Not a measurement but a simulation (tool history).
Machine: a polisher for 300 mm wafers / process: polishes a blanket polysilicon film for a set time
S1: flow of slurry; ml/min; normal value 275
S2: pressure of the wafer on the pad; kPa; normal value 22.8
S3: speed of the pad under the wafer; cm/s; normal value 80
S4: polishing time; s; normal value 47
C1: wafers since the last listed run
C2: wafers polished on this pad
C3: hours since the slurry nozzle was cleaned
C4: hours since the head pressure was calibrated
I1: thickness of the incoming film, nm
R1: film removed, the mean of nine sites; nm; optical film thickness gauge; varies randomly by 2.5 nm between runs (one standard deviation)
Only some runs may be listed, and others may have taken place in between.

{"run": 1, "day": 0.0, "S1": 275, "S2": 22.8, "S3": 98, "S4": 47, "C1": 0, "C2": 1362, "C3": 703.0, "C4": 1103.2, "I1": 1567.3, "R1": 442.2}
{"day": 0.638, "done": "worn pad replaced by a new one"}
{"run": 2, "day": 0.658, "S1": 275, "S2": 22.8, "S3": 98, "S4": 47, "C1": 104, "C2": 4, "C3": 718.8, "C4": 1119.0, "I1": 1582.2, "R1": 435.8}
{"run": 3, "day": 1.033, "S1": 275, "S2": 22.8, "S3": 80, "S4": 47, "C1": 79, "C2": 83, "C3": 727.8, "C4": 1128.0, "I1": 1615.7, "R1": 386.8}
{"run": 4, "day": 1.688, "S1": 275, "S2": 22.8, "S3": 80, "S4": 47, "C1": 138, "C2": 222, "C3": 743.5, "C4": 1143.7, "I1": 1583.6, "R1": 388.1}
{"run": 5, "day": 2.133, "S1": 275, "S2": 22.8, "S3": 80, "S4": 47, "C1": 94, "C2": 316, "C3": 754.2, "C4": 1154.4, "I1": 1584.2, "R1": 385.3}
{"run": 6, "day": 2.488, "S1": 340, "S2": 22.8, "S3": 98, "S4": 47, "C1": 74, "C2": 391, "C3": 762.7, "C4": 1162.9, "I1": 1593.3, "R1": 456.5}
{"run": 7, "day": 2.792, "S1": 340, "S2": 22.8, "S3": 98, "S4": 47, "C1": 64, "C2": 455, "C3": 770.0, "C4": 1170.2, "I1": 1567.0, "R1": 453.9}
{"run": 8, "day": 3.204, "S1": 340, "S2": 22.8, "S3": 98, "S4": 47, "C1": 87, "C2": 542, "C3": 779.9, "C4": 1180.1, "I1": 1573.3, "R1": 458.9}
{"run": 9, "day": 3.65, "S1": 275, "S2": 20.7, "S3": 80, "S4": 47, "C1": 94, "C2": 637, "C3": 790.6, "C4": 1190.8, "I1": 1605.9, "R1": 355.8}
{"run": 10, "day": 4.171, "S1": 275, "S2": 20.7, "S3": 80, "S4": 47, "C1": 110, "C2": 747, "C3": 803.1, "C4": 1203.3, "I1": 1579.3, "R1": 354.1}
{"run": 11, "day": 4.529, "S1": 275, "S2": 20.7, "S3": 80, "S4": 47, "C1": 75, "C2": 823, "C3": 811.7, "C4": 1211.9, "I1": 1573.6, "R1": 354.9}
{"run": 12, "day": 5.175, "S1": 275, "S2": 22.8, "S3": 80, "S4": 47, "C1": 136, "C2": 959, "C3": 827.2, "C4": 1227.4, "I1": 1598.1, "R1": 378.8}
{"day": 5.662, "done": "slurry nozzle cleaned"}
{"run": 13, "day": 5.896, "S1": 275, "S2": 22.8, "S3": 80, "S4": 47, "C1": 143, "C2": 1103, "C3": 5.6, "C4": 1244.7, "I1": 1564.6, "R1": 417.3}
{"run": 14, "day": 6.196, "S1": 275, "S2": 22.8, "S3": 80, "S4": 47, "C1": 63, "C2": 1167, "C3": 12.8, "C4": 1251.9, "I1": 1617.1, "R1": 414.3}
{"day": 6.746, "done": "head pressure recalibrated"}
{"run": 15, "day": 7.558, "S1": 275, "S2": 22.8, "S3": 80, "S4": 47, "C1": 270, "C2": 1437, "C3": 45.5, "C4": 19.5, "I1": 1565.5, "R1": 383.0}
{"day": 7.796, "done": "worn pad replaced by a new one"}
{"run": 16, "day": 7.921, "S1": 275, "S2": 15.2, "S3": 80, "S4": 47, "C1": 41, "C2": 26, "C3": 54.2, "C4": 28.2, "I1": 1601.7, "R1": 279.8}
{"run": 17, "day": 8.517, "S1": 275, "S2": 22.8, "S3": 80, "S4": 47, "C1": 126, "C2": 152, "C3": 68.5, "C4": 42.5, "I1": 1601.6, "R1": 385.2}
{"run": 18, "day": 8.888, "S1": 345, "S2": 22.8, "S3": 80, "S4": 57, "C1": 78, "C2": 231, "C3": 77.4, "C4": 51.4, "I1": 1603.2, "R1": 477.8}
{"run": 19, "day": 9.367, "S1": 275, "S2": 22.8, "S3": 58, "S4": 47, "C1": 101, "C2": 332, "C3": 88.9, "C4": 62.9, "I1": 1592.4, "R1": 317.9}
{"run": 20, "day": 9.779, "S1": 210, "S2": 22.8, "S3": 80, "S4": 47, "C1": 87, "C2": 420, "C3": 98.8, "C4": 72.8, "I1": 1594.7, "R1": 368.5}
{"run": 21, "day": 10.421, "S1": 275, "S2": 22.8, "S3": 52, "S4": 47, "C1": 135, "C2": 555, "C3": 114.2, "C4": 88.2, "I1": 1595.2, "R1": 298.6}
{"run": 22, "day": 10.879, "S1": 315, "S2": 15.9, "S3": 60, "S4": 57, "C1": 96, "C2": 652, "C3": 125.2, "C4": 99.2, "I1": 1588.3, "R1": 304.4}
{"run": 23, "day": 11.246, "S1": 345, "S2": 14.5, "S3": 80, "S4": 53, "C1": 77, "C2": 730, "C3": 134.0, "C4": 108.0, "I1": 1595.5, "R1": 317.7}
{"run": 24, "day": 11.888, "S1": 275, "S2": 22.8, "S3": 80, "S4": 47, "C1": 135, "C2": 866, "C3": 149.4, "C4": 123.4, "I1": 1582.8, "R1": 383.9}
{"run": 25, "day": 12.388, "S1": 275, "S2": 22.8, "S3": 80, "S4": 47, "C1": 105, "C2": 971, "C3": 161.4, "C4": 135.4, "I1": 1607.7, "R1": 379.8}
{"run": 26, "day": 13.054, "S1": 300, "S2": 22.8, "S3": 60, "S4": 56, "C1": 141, "C2": 1112, "C3": 177.4, "C4": 151.4, "I1": 1620.1, "R1": 385.0}
{"run": 27, "day": 13.321, "S1": 275, "S2": 29.0, "S3": 80, "S4": 47, "C1": 56, "C2": 1169, "C3": 183.8, "C4": 157.8, "I1": 1616.0, "R1": 463.0}
{"run": 28, "day": 13.954, "S1": 275, "S2": 22.8, "S3": 80, "S4": 47, "C1": 134, "C2": 1303, "C3": 199.0, "C4": 173.0, "I1": 1595.7, "R1": 381.9}
{"run": 29, "day": 14.338, "S1": 220, "S2": 16.5, "S3": 70, "S4": 61, "C1": 81, "C2": 1384, "C3": 208.2, "C4": 182.2, "I1": 1590.5, "R1": 350.8}

Forecast each of these 5 alternatives for the next run:
{"run": "A", "day": 14.354, "S1": 275, "S2": 24.8, "S3": 80, "S4": 47, "C1": 3, "C2": 1388, "C3": 208.6, "C4": 182.6, "I1": 1583.6, "R1": "?"}
{"run": "B", "day": 14.354, "S1": 225, "S2": 28.3, "S3": 80, "S4": 58, "C1": 3, "C2": 1388, "C3": 208.6, "C4": 182.6, "I1": 1583.6, "R1": "?"}
{"run": "C", "day": 14.354, "S1": 180, "S2": 19.3, "S3": 60, "S4": 47, "C1": 3, "C2": 1388, "C3": 208.6, "C4": 182.6, "I1": 1583.6, "R1": "?"}
{"run": "D", "day": 14.354, "S1": 350, "S2": 22.8, "S3": 80, "S4": 47, "C1": 3, "C2": 1388, "C3": 208.6, "C4": 182.6, "I1": 1583.6, "R1": "?"}
{"run": "E", "day": 14.354, "S1": 245, "S2": 22.8, "S3": 80, "S4": 63, "C1": 3, "C2": 1388, "C3": 208.6, "C4": 182.6, "I1": 1583.6, "R1": "?"}

run=A R1=407.9
run=B R1=544.4
run=C R1=266.4
run=D R1=390.4
run=E R1=503.7
Without the tool's unlogged condition, the same runs would have read:
run=A R1=409.5
run=B R1=547.4
run=C R1=268.5
run=D R1=391.3
run=E R1=506.1
